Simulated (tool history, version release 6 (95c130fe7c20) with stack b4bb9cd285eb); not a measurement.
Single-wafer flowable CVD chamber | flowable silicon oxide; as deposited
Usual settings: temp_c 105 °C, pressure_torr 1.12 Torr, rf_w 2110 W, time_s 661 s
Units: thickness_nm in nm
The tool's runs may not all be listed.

| run | hour | temp_c | pressure_torr | rf_w | time_s | wafers since the last listed run | hours since the last thermocouple change | hours since the last RF generator calibration | hours since the last manometer calibration | hours since the showerhead was replaced | hours since the gauge calibration | read-back reference wafer on the same gauge, thickness_nm | thickness_nm |
|---|---|---|---|---|---|---|---|---|---|---|---|---|---|
| 1 | 0 | 95 | 1.12 | 2110 | 661 | 0 | 946.5 | 1339.6 | 16.8 | 5747.5 | 363.4 | 523.488 | 725.952 |
| 2 | 32.6 | 95 | 1.12 | 2110 | 661 | 62 | 979.1 | 1372.2 | 49.4 | 5780.1 | 396 | 522.942 | 724.318 |
| 3 | 46.2 | 95 | 1.12 | 2110 | 661 | 26 | 992.7 | 1385.8 | 63 | 5793.7 | 409.6 | 523.5 | 727.393 |
| 4 | 78.6 | 105 | 1.12 | 2110 | 661 | 62 | 1025.1 | 1418.2 | 95.4 | 5826.1 | 442 | 523.118 | 496.229 |
|  | 102.8 | showerhead replaced |
| 5 | 107.3 | 105 | 1.12 | 2110 | 661 | 39 | 1053.8 | 1446.9 | 124.1 | 4.5 | 470.7 | 523.516 | 497.802 |
| 6 | 121.5 | 105 | 1.12 | 2110 | 704 | 27 | 1068 | 1461.1 | 138.3 | 18.7 | 484.9 | 522.851 | 530.151 |
| 7 | 146.1 | 105 | 1.12 | 2110 | 719 | 47 | 1092.6 | 1485.7 | 162.9 | 43.3 | 509.5 | 522.792 | 542.724 |
| 8 | 169 | 95 | 1.12 | 2110 | 661 | 44 | 1115.5 | 1508.6 | 185.8 | 66.2 | 532.4 | 523.09 | 729.918 |
| 9 | 203.8 | 105 | 1.12 | 2110 | 661 | 67 | 1150.3 | 1543.4 | 220.6 | 101 | 567.2 | 522.858 | 499.715 |
| 10 | 217.9 | 105 | 1.12 | 2110 | 661 | 27 | 1164.4 | 1557.5 | 234.7 | 115.1 | 581.3 | 522.831 | 499.368 |
| 11 | 235.4 | 91 | 1.12 | 2110 | 588 | 33 | 1181.9 | 1575 | 252.2 | 132.6 | 598.8 | 523.81 | 752.138 |
| 12 | 247.6 | 105 | 0.86 | 2110 | 661 | 23 | 1194.1 | 1587.2 | 264.4 | 144.8 | 611 | 523.423 | 377.675 |
|  | 265.5 | gauge calibrated |
|  | 278.3 | thermocouple changed; heater temperature recalibrated |
| 13 | 278.8 | 118 | 1.24 | 2110 | 661 | 44 | 0.5 | 1618.4 | 295.6 | 176 | 13.3 | 522.908 | 347.269 |
| 14 | 290.2 | 110 | 1.12 | 2110 | 708 | 21 | 11.9 | 1629.8 | 307 | 187.4 | 24.7 | 523.432 | 443.298 |

Run 15 comes next. What will it give?
| 15 | 314.7 | 91 | 1.12 | 2110 | 771 | 47 | 36.4 | 1654.3 | 331.5 | 211.9 | 49.2 | ? | ? |

{"run 15": {"read-back reference wafer on the same gauge, thickness_nm": 523.268, "thickness_nm": 987.403}}
Without the tool's hidden state the same run would have given thickness_nm 993.238 nm.
